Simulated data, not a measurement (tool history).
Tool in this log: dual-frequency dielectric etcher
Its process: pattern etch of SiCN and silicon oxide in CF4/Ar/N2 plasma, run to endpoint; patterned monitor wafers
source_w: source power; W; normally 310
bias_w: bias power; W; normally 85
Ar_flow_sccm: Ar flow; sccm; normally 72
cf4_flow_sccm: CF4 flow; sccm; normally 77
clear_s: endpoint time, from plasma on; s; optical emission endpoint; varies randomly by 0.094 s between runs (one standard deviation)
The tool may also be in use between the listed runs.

run,hour,source_w,bias_w,Ar_flow_sccm,cf4_flow_sccm,"incoming incoming film thickness, nm",clear_s
1,0.0,310,85,72,77,11.96,17.0
2,13.8,310,85,72,77,12.08,17.1
3,22.6,310,85,72,77,12.06,17.1
4,36.1,310,85,72,77,12.01,16.8
5,50.5,310,85,72,77,11.85,16.7
6,62.4,310,85,72,77,11.98,16.9
7,70.3,310,85,72,77,12.03,16.9
8,117.2,310,85,72,77,12.06,16.9
# hour 134.8: source power generator calibrated
# hour 154.6: wet clean of the chamber
# hour 157.8: upper electrode replaced, of another model than before
9,158.3,310,98,72,77,11.98,16.6
10,158.6,310,98,72,77,11.95,16.4
11,159.0,370,85,72,62,12.04,16.4
12,166.2,310,85,72,77,11.95,17.3
# hour 173.7: CF4 flow controller replaced
13,174.2,310,64,77,77,12.00,20.2
14,182.6,370,65,72,77,11.97,17.6
15,204.1,370,85,84,77,11.95,16.4
16,220.5,310,85,83,67,12.17,18.7
# hour 226.5: bias power generator calibrated
# hour 229.3: Ar flow controller replaced
17,233.4,310,85,72,77,12.03,17.7
18,249.4,280,100,61,93,11.91,16.3
19,260.7,280,102,80,71,11.99,17.4
20,270.6,340,85,72,77,12.06,16.8
21,279.6,310,85,72,77,12.09,17.6
22,288.8,310,85,64,70,12.04,17.2
23,331.8,330,85,65,77,11.95,16.5
24,338.0,230,85,72,63,11.97,20.6

Branching from run 24: 4 alternative next runs. What would each branch give?
A,338.4,310,85,72,77,11.98,?
B,338.4,280,85,77,90,11.98,?
C,338.4,310,85,81,65,11.98,?
D,338.4,310,85,72,87,11.98,?

run,clear_s
A,17.4
B,18.2
C,18.2
D,17.1
Take away the tool's hidden state, keep each run's random variation, and the runs would have read:
run,clear_s
A,17.7
B,18.5
C,18.6
D,17.5

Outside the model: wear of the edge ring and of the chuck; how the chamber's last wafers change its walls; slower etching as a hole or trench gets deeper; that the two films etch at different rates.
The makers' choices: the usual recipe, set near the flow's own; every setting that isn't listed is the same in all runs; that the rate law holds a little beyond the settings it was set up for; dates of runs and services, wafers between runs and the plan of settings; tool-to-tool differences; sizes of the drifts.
